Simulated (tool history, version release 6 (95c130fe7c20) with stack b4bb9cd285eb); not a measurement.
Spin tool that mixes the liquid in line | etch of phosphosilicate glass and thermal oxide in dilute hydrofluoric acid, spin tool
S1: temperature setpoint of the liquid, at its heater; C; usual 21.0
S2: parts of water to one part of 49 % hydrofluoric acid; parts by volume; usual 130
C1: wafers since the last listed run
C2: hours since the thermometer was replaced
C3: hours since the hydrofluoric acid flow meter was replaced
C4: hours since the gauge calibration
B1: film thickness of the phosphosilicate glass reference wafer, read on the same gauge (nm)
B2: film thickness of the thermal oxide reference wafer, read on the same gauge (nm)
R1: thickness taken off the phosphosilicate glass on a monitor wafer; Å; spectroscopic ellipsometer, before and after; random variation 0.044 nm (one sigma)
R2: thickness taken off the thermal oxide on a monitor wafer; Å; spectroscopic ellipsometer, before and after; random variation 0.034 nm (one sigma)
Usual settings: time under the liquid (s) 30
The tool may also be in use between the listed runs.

Run 1, day 0.000: usual settings; C1 0; C2 943.3; C3 6.8; C4 1783.2; B1 70.01; B2 59.995. Result: R1 135.7 Å, R2 9.32 Å.
Run 2, day 1.367: usual settings but time under the liquid (s) 40; C1 633; C2 976.1; C3 39.6; C4 1816.0; B1 70.01; B2 60.013. Result: R1 181.1 Å, R2 13.06 Å.
Run 3, day 2.512: usual settings but S2 100 parts by volume, time under the liquid (s) 15; C1 531; C2 1003.6; C3 67.1; C4 1843.5; B1 70.00; B2 60.002. Result: R1 91.6 Å, R2 5.78 Å.
Run 4, day 3.658: usual settings but S2 100 parts by volume, time under the liquid (s) 15; C1 531; C2 1031.1; C3 94.6; C4 1871.0; B1 70.00; B2 59.996. Result: R1 91.2 Å, R2 6.46 Å.
Run 5, day 5.442: usual settings but S2 100 parts by volume, time under the liquid (s) 15; C1 826; C2 1073.9; C3 137.4; C4 1913.8; B1 69.99; B2 59.988. Result: R1 91.0 Å, R2 6.23 Å.
Run 6, day 6.804: usual settings but S1 23.5 C; C1 631; C2 1106.6; C3 170.1; C4 1946.5; B1 70.00; B2 60.030. Result: R1 149.8 Å, R2 10.83 Å.
Run 7, day 9.304: usual settings but S1 18.0 C, S2 105 parts by volume; C1 1159; C2 1166.6; C3 230.1; C4 2006.5; B1 70.00; B2 59.976. Result: R1 151.7 Å, R2 10.22 Å.
Run 8, day 11.517: usual settings but S1 26.0 C; C1 1025; C2 1219.7; C3 283.2; C4 2059.6; B1 70.01; B2 60.004. Result: R1 164.3 Å, R2 11.57 Å.
Run 9, day 13.771: usual settings but S2 180 parts by volume, time under the liquid (s) 15; C1 1045; C2 1273.8; C3 337.3; C4 2113.7; B1 70.00; B2 60.011. Result: R1 46.6 Å, R2 3.12 Å.
At day 15.504: gauge calibrated.
At day 15.575: thermometer replaced.
Run 10, day 16.133: usual settings but S1 25.5 C, S2 100 parts by volume; C1 1076; C2 13.4; C3 394.0; C4 15.1; B1 70.02; B2 60.022. Result: R1 217.7 Å, R2 15.26 Å.
Run 11, day 17.233: usual settings but S1 17.5 C, S2 155 parts by volume; C1 510; C2 39.8; C3 420.4; C4 41.5; B1 70.01; B2 59.976. Result: R1 95.9 Å, R2 6.56 Å.
Run 12, day 19.288: usual settings but S1 18.5 C, S2 180 parts by volume, time under the liquid (s) 15; C1 952; C2 89.1; C3 469.7; C4 90.8; B1 69.99; B2 59.974. Result: R1 42.1 Å, R2 2.84 Å.
Run 13, day 21.650: usual settings but S1 24.5 C; C1 1095; C2 145.8; C3 526.4; C4 147.5; B1 70.00; B2 59.989. Result: R1 155.3 Å, R2 10.69 Å.
Run 14, day 23.846: usual settings but S1 19.5 C; C1 1018; C2 198.5; C3 579.1; C4 200.2; B1 69.98; B2 60.017. Result: R1 127.6 Å, R2 9.41 Å.
At day 24.571: hydrofluoric acid flow meter replaced.
Run 15, day 25.333: usual settings but S1 25.5 C, S2 195 parts by volume, time under the liquid (s) 40; C1 670; C2 234.2; C3 18.3; C4 235.9; B1 70.02; B2 60.003. Result: R1 133.5 Å, R2 9.32 Å.
Run 16, day 26.992: usual settings but S2 75 parts by volume, time under the liquid (s) 15; C1 769; C2 274.0; C3 58.1; C4 275.7; B1 70.00; B2 60.019. Result: R1 125.5 Å, R2 8.77 Å.
Run 17, day 28.958: usual settings; C1 911; C2 321.2; C3 105.3; C4 322.9; B1 70.03; B2 59.980. Result: R1 135.5 Å, R2 9.39 Å.
Run 18, day 31.142: usual settings but S1 19.5 C, S2 190 parts by volume, time under the liquid (s) 15; C1 1012; C2 373.6; C3 157.7; C4 375.3; B1 70.00; B2 60.002. Result: R1 41.0 Å, R2 2.63 Å.
Run 19, day 32.483: usual settings; C1 622; C2 405.8; C3 189.9; C4 407.5; B1 69.97; B2 59.969. Result: R1 135.7 Å, R2 9.01 Å.
Run 20, day 33.625: usual settings; C1 529; C2 433.2; C3 217.3; C4 434.9; B1 69.99; B2 59.975. Result: R1 136.1 Å, R2 10.10 Å.
Run 21, day 36.150: usual settings but S2 155 parts by volume, time under the liquid (s) 40; C1 1170; C2 493.8; C3 277.9; C4 495.5; B1 70.02; B2 60.021. Result: R1 147.9 Å, R2 10.81 Å.
Run 22, day 38.883: usual settings but S1 24.5 C, time under the liquid (s) 50; C1 1267; C2 559.4; C3 343.5; C4 561.1; B1 69.99; B2 60.034. Result: R1 258.4 Å, R2 18.50 Å.
Run 23, day 39.946: usual settings; C1 492; C2 584.9; C3 369.0; C4 586.6; B1 70.01; B2 59.948. Result: R1 136.2 Å, R2 9.32 Å.
Run 24, day 42.288: usual settings but time under the liquid (s) 15; C1 1085; C2 641.1; C3 425.2; C4 642.8; B1 70.02; B2 59.979. Result: R1 68.0 Å, R2 4.46 Å.
Run 25, day 43.529: usual settings but S2 80 parts by volume; C1 575; C2 670.9; C3 455.0; C4 672.6; B1 69.98; B2 60.038. Result: R1 234.4 Å, R2 16.71 Å.
Run 26, day 45.721: usual settings but S1 17.0 C, S2 190 parts by volume, time under the liquid (s) 45; C1 1016; C2 723.5; C3 507.6; C4 725.2; B1 70.00; B2 60.008. Result: R1 111.5 Å, R2 6.99 Å.
Run 27, day 48.675: usual settings but S2 100 parts by volume, time under the liquid (s) 15; C1 1369; C2 794.4; C3 578.5; C4 796.1; B1 70.00; B2 59.988. Result: R1 91.9 Å, R2 6.42 Å.

Forecast each of these 3 alternatives for the next run:
Run A, day 48.692: usual settings; C1 7; C2 794.8; C3 578.9; C4 796.5; B1 ?; B2 ?. Result: R1 ?, R2 ?.
Run B, day 48.692: usual settings but S1 18.0 C, S2 190 parts by volume; C1 7; C2 794.8; C3 578.9; C4 796.5; B1 ?; B2 ?. Result: R1 ?, R2 ?.
Run C, day 48.692: usual settings but S2 190 parts by volume; C1 7; C2 794.8; C3 578.9; C4 796.5; B1 ?; B2 ?. Result: R1 ?, R2 ?.

run     B1      B2     R1    R2
  A  69.98  59.989  135.5  9.33
  B  69.98  59.989   77.4  5.33
  C  69.98  59.989   87.1  5.99
Without the tool's hidden state the same runs would have given:
run     R1    R2
  A  135.5  9.33
  B   77.4  5.33
  C   87.1  5.99

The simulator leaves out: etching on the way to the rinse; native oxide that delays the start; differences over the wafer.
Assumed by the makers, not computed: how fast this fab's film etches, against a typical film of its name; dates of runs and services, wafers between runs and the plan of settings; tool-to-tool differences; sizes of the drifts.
